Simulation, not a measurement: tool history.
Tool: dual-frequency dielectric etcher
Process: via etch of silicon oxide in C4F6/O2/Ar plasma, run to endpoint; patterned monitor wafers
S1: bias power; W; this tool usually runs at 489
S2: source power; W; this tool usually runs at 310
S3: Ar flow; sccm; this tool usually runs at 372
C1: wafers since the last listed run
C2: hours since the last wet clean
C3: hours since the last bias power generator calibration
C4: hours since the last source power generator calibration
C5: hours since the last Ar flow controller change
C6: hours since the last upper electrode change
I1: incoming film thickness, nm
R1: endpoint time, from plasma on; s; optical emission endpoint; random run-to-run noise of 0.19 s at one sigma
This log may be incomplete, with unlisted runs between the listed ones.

Run 1, hour 0: usual settings; C1 0; C2 280.8; C3 2442.1; C4 3233.3; C5 4579; C6 4666.9; I1 110.7. Result: R1 24.4 s.
Run 2, hour 26.3: usual settings but S1 404 W, S2 250 W; C1 224; C2 307.1; C3 2468.4; C4 3259.6; C5 4605.3; C6 4693.2; I1 110.7. Result: R1 29.9 s.
Run 3, hour 55.7: usual settings but S1 540 W; C1 250; C2 336.5; C3 2497.8; C4 3289; C5 4634.7; C6 4722.6; I1 112. Result: R1 23.3 s.
Run 4, hour 83.9: usual settings but S1 540 W; C1 240; C2 364.7; C3 2526; C4 3317.2; C5 4662.9; C6 4750.8; I1 112. Result: R1 22.9 s.
Run 5, hour 100.9: usual settings; C1 144; C2 381.7; C3 2543; C4 3334.2; C5 4679.9; C6 4767.8; I1 111.7. Result: R1 23.9 s.
Run 6, hour 120.4: usual settings but S1 546 W; C1 166; C2 401.2; C3 2562.5; C4 3353.7; C5 4699.4; C6 4787.3; I1 111.5. Result: R1 23 s.
Run 7, hour 133.9: usual settings; C1 115; C2 414.7; C3 2576; C4 3367.2; C5 4712.9; C6 4800.8; I1 112.3. Result: R1 23.9 s.
At hour 145.2: Ar flow controller replaced.
Run 8, hour 150.3: usual settings; C1 88; C2 431.1; C3 2592.4; C4 3383.6; C5 5.1; C6 4817.2; I1 111.2. Result: R1 23.7 s.
At hour 175: upper electrode replaced.
Run 9, hour 182.3: usual settings but S1 417 W, S2 340 W, S3 329 sccm; C1 68; C2 463.1; C3 2624.4; C4 3415.6; C5 37.1; C6 7.3; I1 110.7. Result: R1 24.1 s.
At hour 203.2: source power generator calibrated.
Run 10, hour 213.7: usual settings but S1 404 W, S2 250 W; C1 233; C2 494.5; C3 2655.8; C4 10.5; C5 68.5; C6 38.7; I1 110.5. Result: R1 29.5 s.
At hour 245.8: wet clean of the chamber.
Run 11, hour 246.3: usual settings but S1 425 W, S2 340 W; C1 73; C2 0.5; C3 2688.4; C4 43.1; C5 101.1; C6 71.3; I1 112.5. Result: R1 25.6 s.
At hour 268.5: bias power generator calibrated.
Run 12, hour 300.5: usual settings but S2 370 W; C1 428; C2 54.7; C3 32; C4 97.3; C5 155.3; C6 125.5; I1 111.2. Result: R1 22.5 s.
Run 13, hour 321.9: usual settings but S1 595 W, S3 425 sccm; C1 182; C2 76.1; C3 53.4; C4 118.7; C5 176.7; C6 146.9; I1 112.7. Result: R1 23.1 s.
Run 14, hour 349.1: usual settings but S1 436 W, S3 296 sccm; C1 231; C2 103.3; C3 80.6; C4 145.9; C5 203.9; C6 174.1; I1 111.5. Result: R1 25.3 s.

Entry by entry between the runs, the difference in hidden state between the last listed run before and the first listed run after:
From run 7 to run 8: Ar flow controller replaced (hour 145.2)
  etch rate over this chamber's usual, %: 4.76 -> 4.94
  measured value less the no-hidden-state value, R1: -1.2 -> -1.2 s
From run 8 to run 9: upper electrode replaced (hour 175)
  etch rate over this chamber's usual, %: 4.94 -> 5.29
  measured value less the no-hidden-state value, R1: -1.2 -> -1.3 s
From run 9 to run 10: source power generator calibrated (hour 203.2)
  etch rate over this chamber's usual, %: 5.29 -> 5.64
  measured value less the no-hidden-state value, R1: -1.3 -> -1.7 s
From run 10 to run 11: wet clean of the chamber (hour 245.8)
  etch rate over this chamber's usual, %: 5.64 -> 0.00896
  measured value less the no-hidden-state value, R1: -1.7 -> +0 s
From run 11 to run 12: bias power generator calibrated (hour 268.5)
  etch rate over this chamber's usual, %: 0.00896 -> 0.605
  measured value less the no-hidden-state value, R1: +0 -> -0.1 s
